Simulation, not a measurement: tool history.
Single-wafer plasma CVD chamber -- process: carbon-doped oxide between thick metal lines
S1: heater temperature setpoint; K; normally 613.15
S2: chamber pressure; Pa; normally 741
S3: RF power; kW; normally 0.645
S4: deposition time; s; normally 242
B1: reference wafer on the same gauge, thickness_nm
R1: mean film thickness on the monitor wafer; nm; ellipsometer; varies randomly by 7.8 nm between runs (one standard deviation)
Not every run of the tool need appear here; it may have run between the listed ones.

run,hour,S1,S2,S3,S4,B1,R1
1,0.0,613.15,741,0.645,242,1849.401,1609.152
2,103.5,613.15,741,0.645,242,1849.153,1595.174
3,191.8,613.15,741,0.645,242,1847.810,1602.348
4,278.5,613.15,741,0.675,273,1849.254,1846.373
5,337.9,606.15,741,0.645,242,1849.350,1634.674
6,433.5,613.15,741,0.645,242,1848.183,1608.270
7,498.2,613.15,741,0.645,242,1851.939,1614.040
8,606.1,613.15,741,0.645,242,1849.277,1621.647
9,699.9,606.15,673,0.770,242,1848.297,1809.147
10,784.7,623.15,692,0.695,222,1846.588,1495.310
11,864.8,613.15,741,0.645,242,1851.666,1587.665
12,924.2,613.15,741,0.645,242,1852.455,1604.038
13,985.7,613.15,571,0.645,242,1851.037,1560.241
14,1039.3,613.15,741,0.745,242,1848.727,1750.206
15,1093.6,613.15,820,0.645,276,1846.441,1864.940
16,1200.9,613.15,741,0.645,197,1847.109,1311.690
17,1275.1,613.15,741,0.645,242,1847.712,1613.045
18,1328.5,600.15,741,0.645,242,1850.632,1663.284
19,1390.4,613.15,741,0.525,263,1851.629,1512.421
20,1443.4,613.15,864,0.740,242,1849.079,1771.412
21,1489.2,613.15,741,0.680,242,1849.360,1661.038
22,1585.8,613.15,741,0.645,242,1851.501,1605.862
23,1629.0,613.15,905,0.570,242,1848.838,1506.995
24,1722.3,613.15,877,0.645,242,1849.335,1640.739
25,1830.3,604.15,619,0.645,242,1847.312,1618.011
26,1917.7,621.15,741,0.645,204,1849.415,1327.331
27,1963.5,613.15,741,0.690,201,1849.162,1384.244

Taken out of this log: 6 entries between the listed runs. Where each belongs, and how the hidden state differs across it:
Logged between run 2 and run 3: thermocouple changed; heater temperature recalibrated (hour 180.7)
  nothing in the hidden state changes from one run to the other
Logged between run 5 and run 6: gauge calibrated (hour 422.6)
  nothing in the hidden state changes from one run to the other
Logged between run 6 and run 7: RF generator calibrated (hour 479.8)
  nothing in the hidden state changes from one run to the other
Logged between run 9 and run 10: showerhead replaced (hour 711.0)
  nothing in the hidden state changes from one run to the other
Logged between run 11 and run 12: capacitance manometer re-zeroed and calibrated (hour 910.8)
  nothing in the hidden state changes from one run to the other
Logged between run 16 and run 17: thermocouple changed; heater temperature recalibrated (hour 1242.4)
  nothing in the hidden state changes from one run to the other

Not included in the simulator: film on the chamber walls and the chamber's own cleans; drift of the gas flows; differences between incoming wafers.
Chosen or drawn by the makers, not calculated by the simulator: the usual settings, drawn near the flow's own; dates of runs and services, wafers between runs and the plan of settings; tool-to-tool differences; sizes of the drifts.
